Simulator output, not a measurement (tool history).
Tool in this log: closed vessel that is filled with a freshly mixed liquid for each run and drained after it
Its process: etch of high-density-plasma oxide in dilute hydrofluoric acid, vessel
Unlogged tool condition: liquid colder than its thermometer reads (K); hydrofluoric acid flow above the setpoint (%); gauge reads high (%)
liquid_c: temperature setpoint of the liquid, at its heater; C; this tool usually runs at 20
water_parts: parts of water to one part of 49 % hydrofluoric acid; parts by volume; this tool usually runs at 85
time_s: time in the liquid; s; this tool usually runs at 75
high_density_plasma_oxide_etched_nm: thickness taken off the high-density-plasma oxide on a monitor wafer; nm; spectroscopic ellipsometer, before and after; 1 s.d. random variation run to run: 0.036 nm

run,hour,liquid_c,water_parts,time_s,wafers since the last listed run,hours since the thermometer was replaced,hours since the hydrofluoric acid flow meter was replaced,hours since the gauge calibration,"read-back film thickness of the high-density-plasma oxide reference wafer, read on the same gauge (nm)",high_density_plasma_oxide_etched_nm
1,0,20,85,75,0,967,386.7,106.5,79.99,6.58
2,31.5,20,85,75,4287,998.5,418.2,138,80,6.52
3,63,20,85,75,4287,1030,449.7,169.5,80.03,6.58
4,90,20,85,75,3674,1057,476.7,196.5,79.96,6.57
5,113,20,85,75,3130,1080,499.7,219.5,79.95,6.54
6,133.8,18.5,85,75,2830,1100.8,520.5,240.3,80.02,6.16
# hour 147.1: hydrofluoric acid flow meter replaced
7,164.2,18.5,85,75,4001,1131.2,17.1,270.7,79.98,6.39
8,186.8,17.5,55,75,3075,1153.8,39.7,293.3,80,9.75
# hour 188.6: thermometer replaced
9,203.2,20,85,75,2095,14.6,56.1,309.7,79.98,6.84
# hour 219.6: gauge calibrated
10,224.8,23.5,105,110,2939,36.2,77.7,5.2,79.99,9.13
# hour 226.1: hydrofluoric acid flow meter replaced, repeated, since the last time left the tool worse
11,239,20,55,90,1796,50.4,12.9,19.4,79.97,12.03
12,262.1,18.5,85,115,3143,73.5,36,42.5,80,9.19
13,287.5,20,85,35,3456,98.9,61.4,67.9,80.01,2.97
14,352,20,85,75,8778,163.4,125.9,132.4,80.05,6.39
15,380.9,23,60,30,3933,192.3,154.8,161.3,80.01,4.19
16,407.8,23,85,45,3660,219.2,181.7,188.2,79.99,4.36

Here are 4 independent what-if runs from the current tool condition. What would each one return?
A,408.5,20,85,75,95,219.9,182.4,188.9,?,?
B,408.5,20,85,40,95,219.9,182.4,188.9,?,?
C,408.5,24,85,50,95,219.9,182.4,188.9,?,?
D,408.5,17,85,45,95,219.9,182.4,188.9,?,?

run,"read-back film thickness of the high-density-plasma oxide reference wafer, read on the same gauge (nm)",high_density_plasma_oxide_etched_nm
A,80.01,6.42
B,80.01,3.42
C,80.01,5.04
D,80.01,3.39
Without the tool's unlogged condition, the same runs would have read:
run,high_density_plasma_oxide_etched_nm
A,6.29
B,3.36
C,4.94
D,3.33

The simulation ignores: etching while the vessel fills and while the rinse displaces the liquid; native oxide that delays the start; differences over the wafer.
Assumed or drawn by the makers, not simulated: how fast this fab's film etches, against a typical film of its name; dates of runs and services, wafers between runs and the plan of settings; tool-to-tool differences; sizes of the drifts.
